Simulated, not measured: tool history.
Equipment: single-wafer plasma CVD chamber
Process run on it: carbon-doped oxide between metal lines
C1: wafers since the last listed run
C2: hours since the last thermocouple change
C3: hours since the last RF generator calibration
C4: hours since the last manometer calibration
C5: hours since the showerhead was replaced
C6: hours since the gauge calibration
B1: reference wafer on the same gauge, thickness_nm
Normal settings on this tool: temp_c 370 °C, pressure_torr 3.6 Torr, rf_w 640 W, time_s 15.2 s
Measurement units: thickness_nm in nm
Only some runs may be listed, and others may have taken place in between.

{"run": 1, "hour": 0.0, "temp_c": 370, "pressure_torr": 3.6, "rf_w": 640, "time_s": 15.2, "C1": 0, "C2": 2347.7, "C3": 794.8, "C4": 2496.3, "C5": 7358.8, "C6": 242.3, "B1": 87.181, "thickness_nm": 75.614}
{"run": 2, "hour": 18.0, "temp_c": 370, "pressure_torr": 3.6, "rf_w": 640, "time_s": 15.2, "C1": 493, "C2": 2365.7, "C3": 812.8, "C4": 2514.3, "C5": 7376.8, "C6": 260.3, "B1": 87.235, "thickness_nm": 75.559}
{"run": 3, "hour": 27.4, "temp_c": 370, "pressure_torr": 3.6, "rf_w": 640, "time_s": 15.2, "C1": 257, "C2": 2375.1, "C3": 822.2, "C4": 2523.7, "C5": 7386.2, "C6": 269.7, "B1": 87.195, "thickness_nm": 75.422}
{"hour": 41.4, "done": "thermocouple changed; heater temperature recalibrated"}
{"run": 4, "hour": 42.2, "temp_c": 370, "pressure_torr": 3.6, "rf_w": 640, "time_s": 16.3, "C1": 186, "C2": 0.8, "C3": 837, "C4": 2538.5, "C5": 7401, "C6": 284.5, "B1": 87.314, "thickness_nm": 80.897}
{"run": 5, "hour": 49.9, "temp_c": 370, "pressure_torr": 3.6, "rf_w": 640, "time_s": 16.3, "C1": 211, "C2": 8.5, "C3": 844.7, "C4": 2546.2, "C5": 7408.7, "C6": 292.2, "B1": 87.184, "thickness_nm": 80.949}
{"run": 6, "hour": 67.0, "temp_c": 370, "pressure_torr": 3.6, "rf_w": 640, "time_s": 15.2, "C1": 469, "C2": 25.6, "C3": 861.8, "C4": 2563.3, "C5": 7425.8, "C6": 309.3, "B1": 87.227, "thickness_nm": 75.486}
{"hour": 70.1, "done": "gauge calibrated"}
{"run": 7, "hour": 82.4, "temp_c": 370, "pressure_torr": 3.6, "rf_w": 640, "time_s": 15.2, "C1": 422, "C2": 41, "C3": 877.2, "C4": 2578.7, "C5": 7441.2, "C6": 12.3, "B1": 87.129, "thickness_nm": 75.48}
{"run": 8, "hour": 98.8, "temp_c": 370, "pressure_torr": 3.6, "rf_w": 640, "time_s": 17.2, "C1": 449, "C2": 57.4, "C3": 893.6, "C4": 2595.1, "C5": 7457.6, "C6": 28.7, "B1": 87.265, "thickness_nm": 84.868}
{"hour": 109.1, "done": "capacitance manometer re-zeroed and calibrated"}
{"hour": 118.6, "done": "RF generator calibrated"}
{"run": 9, "hour": 119.1, "temp_c": 370, "pressure_torr": 3.6, "rf_w": 640, "time_s": 15.2, "C1": 117, "C2": 77.7, "C3": 0.5, "C4": 10, "C5": 7477.9, "C6": 49, "B1": 87.235, "thickness_nm": 74.1}
{"run": 10, "hour": 128.1, "temp_c": 370, "pressure_torr": 3.6, "rf_w": 640, "time_s": 15.2, "C1": 246, "C2": 86.7, "C3": 9.5, "C4": 19, "C5": 7486.9, "C6": 58, "B1": 87.189, "thickness_nm": 73.879}
{"run": 11, "hour": 137.8, "temp_c": 370, "pressure_torr": 4.22, "rf_w": 640, "time_s": 15.2, "C1": 266, "C2": 96.4, "C3": 19.2, "C4": 28.7, "C5": 7496.6, "C6": 67.7, "B1": 87.183, "thickness_nm": 75.511}
{"run": 12, "hour": 153.9, "temp_c": 364, "pressure_torr": 3.96, "rf_w": 755, "time_s": 15.2, "C1": 441, "C2": 112.5, "C3": 35.3, "C4": 44.8, "C5": 7512.7, "C6": 83.8, "B1": 87.239, "thickness_nm": 80.42}
{"run": 13, "hour": 161.7, "temp_c": 370, "pressure_torr": 3.6, "rf_w": 640, "time_s": 15.2, "C1": 213, "C2": 120.3, "C3": 43.1, "C4": 52.6, "C5": 7520.5, "C6": 91.6, "B1": 87.166, "thickness_nm": 74.299}
{"run": 14, "hour": 175.2, "temp_c": 360, "pressure_torr": 3.97, "rf_w": 580, "time_s": 16.7, "C1": 370, "C2": 133.8, "C3": 56.6, "C4": 66.1, "C5": 7534, "C6": 105.1, "B1": 87.26, "thickness_nm": 81.794}
{"run": 15, "hour": 192.9, "temp_c": 378, "pressure_torr": 3.6, "rf_w": 640, "time_s": 15.2, "C1": 485, "C2": 151.5, "C3": 74.3, "C4": 83.8, "C5": 7551.7, "C6": 122.8, "B1": 87.139, "thickness_nm": 72.495}
{"run": 16, "hour": 206.6, "temp_c": 370, "pressure_torr": 3.6, "rf_w": 525, "time_s": 17.6, "C1": 375, "C2": 165.2, "C3": 88, "C4": 97.5, "C5": 7565.4, "C6": 136.5, "B1": 87.195, "thickness_nm": 80.613}
{"hour": 223.2, "done": "RF generator calibrated, repeated, since the last time left the tool worse"}
{"hour": 223.2, "done": "showerhead replaced"}
{"run": 17, "hour": 223.7, "temp_c": 370, "pressure_torr": 3.6, "rf_w": 640, "time_s": 17.3, "C1": 248, "C2": 182.3, "C3": 0.5, "C4": 114.6, "C5": 0.5, "C6": 153.6, "B1": 87.208, "thickness_nm": 86.935}
{"run": 18, "hour": 224.0, "temp_c": 370, "pressure_torr": 3.6, "rf_w": 640, "time_s": 15.2, "C1": 8, "C2": 182.6, "C3": 0.8, "C4": 114.9, "C5": 0.8, "C6": 153.9, "B1": 87.299, "thickness_nm": 76.492}

Estimate the outcome of run 19 from the log above:
{"run": 19, "hour": 236.9, "temp_c": 370, "pressure_torr": 3.6, "rf_w": 640, "time_s": 15.2, "C1": 353, "C2": 195.5, "C3": 13.7, "C4": 127.8, "C5": 13.7, "C6": 166.8, "B1": "?", "thickness_nm": "?"}

For run 19 the tool returned B1 87.164, thickness_nm 76.322 nm.
Take away the tool's hidden state, keep the run-to-run variation as it was, and the same run would have given thickness_nm 76.619 nm.
